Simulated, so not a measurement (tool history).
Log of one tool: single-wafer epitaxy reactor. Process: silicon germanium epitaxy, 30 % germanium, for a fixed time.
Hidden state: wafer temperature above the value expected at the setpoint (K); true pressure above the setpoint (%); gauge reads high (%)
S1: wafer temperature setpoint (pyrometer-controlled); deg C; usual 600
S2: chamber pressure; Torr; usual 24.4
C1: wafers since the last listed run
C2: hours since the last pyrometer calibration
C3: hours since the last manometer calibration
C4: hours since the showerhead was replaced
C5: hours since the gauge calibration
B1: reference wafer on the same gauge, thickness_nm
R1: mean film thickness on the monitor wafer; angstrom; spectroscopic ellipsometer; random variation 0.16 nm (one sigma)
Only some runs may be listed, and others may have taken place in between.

| run | day | S1 | S2 | C1 | C2 | C3 | C4 | C5 | B1 | R1 |
|---|---|---|---|---|---|---|---|---|---|---|
| 1 | 0.000 | 600 | 24.4 | 0 | 989.6 | 1373.6 | 2778.6 | 1116.3 | 60.393 | 691.74 |
| 2 | 3.567 | 600 | 24.4 | 939 | 1075.2 | 1459.2 | 2864.2 | 1201.9 | 60.397 | 693.50 |
| 3 | 7.375 | 600 | 24.4 | 1003 | 1166.6 | 1550.6 | 2955.6 | 1293.3 | 60.365 | 691.41 |
| 4 | 10.092 | 600 | 24.4 | 715 | 1231.8 | 1615.8 | 3020.8 | 1358.5 | 60.408 | 689.16 |
|  | 11.446 | gauge calibrated |
| 5 | 12.142 | 600 | 24.4 | 540 | 1281.0 | 1665.0 | 3070.0 | 16.7 | 60.420 | 691.35 |
| 6 | 14.242 | 600 | 24.4 | 553 | 1331.4 | 1715.4 | 3120.4 | 67.1 | 60.399 | 692.31 |
| 7 | 17.712 | 600 | 24.4 | 914 | 1414.7 | 1798.7 | 3203.7 | 150.4 | 60.401 | 689.39 |
| 8 | 19.975 | 600 | 24.4 | 596 | 1469.0 | 1853.0 | 3258.0 | 204.7 | 60.388 | 688.28 |
| 9 | 22.342 | 594 | 22.1 | 623 | 1525.8 | 1909.8 | 3314.8 | 261.5 | 60.412 | 577.49 |
| 10 | 29.988 | 600 | 23.0 | 2014 | 1709.3 | 2093.3 | 3498.3 | 445.0 | 60.398 | 666.37 |
|  | 32.554 | capacitance manometer re-zeroed and calibrated |
| 11 | 33.504 | 600 | 23.0 | 838 | 1793.7 | 22.8 | 3582.7 | 529.4 | 60.429 | 674.61 |
| 12 | 35.304 | 600 | 24.4 | 474 | 1836.9 | 66.0 | 3625.9 | 572.6 | 60.428 | 698.96 |
| 13 | 38.050 | 600 | 24.4 | 723 | 1902.8 | 131.9 | 3691.8 | 638.5 | 60.368 | 697.60 |
|  | 40.250 | pyrometer calibrated |
| 14 | 40.271 | 596 | 19.3 | 497 | 0.5 | 185.2 | 3745.1 | 691.8 | 60.401 | 572.87 |
| 15 | 42.725 | 600 | 27.1 | 646 | 59.4 | 244.1 | 3804.0 | 750.7 | 60.406 | 751.08 |
| 16 | 45.208 | 600 | 27.3 | 654 | 119.0 | 303.7 | 3863.6 | 810.3 | 60.366 | 750.71 |
| 17 | 49.025 | 600 | 24.4 | 1005 | 210.6 | 395.3 | 3955.2 | 901.9 | 60.404 | 706.68 |
|  | 50.088 | showerhead replaced |
| 18 | 51.283 | 611 | 27.8 | 507 | 264.8 | 449.5 | 28.7 | 956.1 | 60.397 | 948.48 |
| 19 | 53.721 | 591 | 30.4 | 642 | 323.3 | 508.0 | 87.2 | 1014.6 | 60.429 | 656.26 |
| 20 | 57.204 | 614 | 27.4 | 917 | 406.9 | 591.6 | 170.8 | 1098.2 | 60.407 | 996.33 |
| 21 | 60.196 | 615 | 21.4 | 788 | 478.7 | 663.4 | 242.6 | 1170.0 | 60.402 | 883.21 |
|  | 62.208 | gauge calibrated |
| 22 | 64.158 | 585 | 29.7 | 1044 | 573.8 | 758.5 | 337.7 | 46.8 | 60.350 | 563.14 |
| 23 | 68.654 | 615 | 28.8 | 1184 | 681.7 | 866.4 | 445.6 | 154.7 | 60.395 | 1031.88 |
| 24 | 70.575 | 591 | 29.7 | 506 | 727.8 | 912.5 | 491.7 | 200.8 | 60.397 | 640.97 |
| 25 | 78.779 | 600 | 24.4 | 2161 | 924.7 | 1109.4 | 688.6 | 397.7 | 60.404 | 691.34 |
| 26 | 82.071 | 600 | 26.4 | 867 | 1003.7 | 1188.4 | 767.6 | 476.7 | 60.432 | 724.79 |
| 27 | 84.533 | 600 | 24.4 | 648 | 1062.8 | 1247.5 | 826.7 | 535.8 | 60.391 | 693.51 |

Below are 5 alternative next runs, each starting from the tool's condition after run 27. Predict each:
| A | 84.550 | 600 | 24.4 | 4 | 1063.2 | 1247.9 | 827.1 | 536.2 | ? | ? |
| B | 84.550 | 585 | 21.8 | 4 | 1063.2 | 1247.9 | 827.1 | 536.2 | ? | ? |
| C | 84.550 | 587 | 20.0 | 4 | 1063.2 | 1247.9 | 827.1 | 536.2 | ? | ? |
| D | 84.550 | 586 | 20.1 | 4 | 1063.2 | 1247.9 | 827.1 | 536.2 | ? | ? |
| E | 84.550 | 614 | 19.8 | 4 | 1063.2 | 1247.9 | 827.1 | 536.2 | ? | ? |

| run | B1 | R1 |
|---|---|---|
| A | 60.443 | 693.04 |
| B | 60.443 | 472.79 |
| C | 60.443 | 469.47 |
| D | 60.443 | 460.79 |
| E | 60.443 | 819.41 |
Take away the tool's hidden state, keep each run's random variation, and the runs would have read:
| run | R1 |
|---|---|
| A | 716.28 |
| B | 489.00 |
| C | 485.52 |
| D | 476.57 |
| E | 846.31 |
